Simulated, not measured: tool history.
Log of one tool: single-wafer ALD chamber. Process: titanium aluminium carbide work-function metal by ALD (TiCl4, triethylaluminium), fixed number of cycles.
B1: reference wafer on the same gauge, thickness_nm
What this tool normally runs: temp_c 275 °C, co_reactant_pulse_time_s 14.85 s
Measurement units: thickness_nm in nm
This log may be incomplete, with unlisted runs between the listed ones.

Run 1, hour 0.0: usual settings; B1 1.952. Result: thickness_nm 1.813 nm.
Run 2, hour 55.5: usual settings; B1 1.949. Result: thickness_nm 1.819 nm.
Run 3, hour 101.9: usual settings; B1 1.950. Result: thickness_nm 1.804 nm.
Run 4, hour 182.4: usual settings but temp_c 285 °C, co_reactant_pulse_time_s 18.87 s; B1 1.949. Result: thickness_nm 1.913 nm.
Run 5, hour 240.2: usual settings; B1 1.949. Result: thickness_nm 1.817 nm.
Run 6, hour 293.5: usual settings; B1 1.950. Result: thickness_nm 1.816 nm.
Run 7, hour 381.8: usual settings; B1 1.951. Result: thickness_nm 1.825 nm.
Run 8, hour 489.6: usual settings but temp_c 280 °C; B1 1.948. Result: thickness_nm 1.867 nm.
At hour 492.5: gauge calibrated.
At hour 515.2: thermocouple changed; heater temperature recalibrated.
Run 9, hour 565.9: usual settings but temp_c 264 °C, co_reactant_pulse_time_s 16.78 s; B1 1.952. Result: thickness_nm 1.681 nm.
Run 10, hour 608.8: usual settings; B1 1.947. Result: thickness_nm 1.769 nm.
At hour 647.1: showerhead replaced, of another model than before.
Run 11, hour 692.9: usual settings but temp_c 280 °C, co_reactant_pulse_time_s 10.86 s; B1 1.951. Result: thickness_nm 1.801 nm.
At hour 723.4: triethylaluminium bottle replaced.
Run 12, hour 809.1: usual settings but co_reactant_pulse_time_s 18.27 s; B1 1.951. Result: thickness_nm 1.796 nm.
Run 13, hour 901.3: usual settings but temp_c 288 °C, co_reactant_pulse_time_s 18.37 s; B1 1.947. Result: thickness_nm 1.904 nm.
Run 14, hour 951.2: usual settings; B1 1.952. Result: thickness_nm 1.792 nm.
Run 15, hour 1050.6: usual settings but temp_c 263 °C, co_reactant_pulse_time_s 19.64 s; B1 1.951. Result: thickness_nm 1.693 nm.
Run 16, hour 1090.5: usual settings but co_reactant_pulse_time_s 9.14 s; B1 1.951. Result: thickness_nm 1.769 nm.

What if the next run were any one of these 4? Each begins from the tool's condition after run 16:
Run A, hour 1090.9: usual settings but temp_c 268 °C; B1 ?. Result: thickness_nm ?.
Run B, hour 1090.9: usual settings but temp_c 261 °C, co_reactant_pulse_time_s 10.10 s; B1 ?. Result: thickness_nm ?.
Run C, hour 1090.9: usual settings but temp_c 262 °C; B1 ?. Result: thickness_nm ?.
Run D, hour 1090.9: usual settings but temp_c 270 °C; B1 ?. Result: thickness_nm ?.

run     B1  thickness_nm
  A  1.951         1.746
  B  1.951         1.664
  C  1.951         1.695
  D  1.951         1.764
With no hidden state in the tool, these same runs would have given:
run  thickness_nm
  A         1.717
  B         1.636
  C         1.666
  D         1.735

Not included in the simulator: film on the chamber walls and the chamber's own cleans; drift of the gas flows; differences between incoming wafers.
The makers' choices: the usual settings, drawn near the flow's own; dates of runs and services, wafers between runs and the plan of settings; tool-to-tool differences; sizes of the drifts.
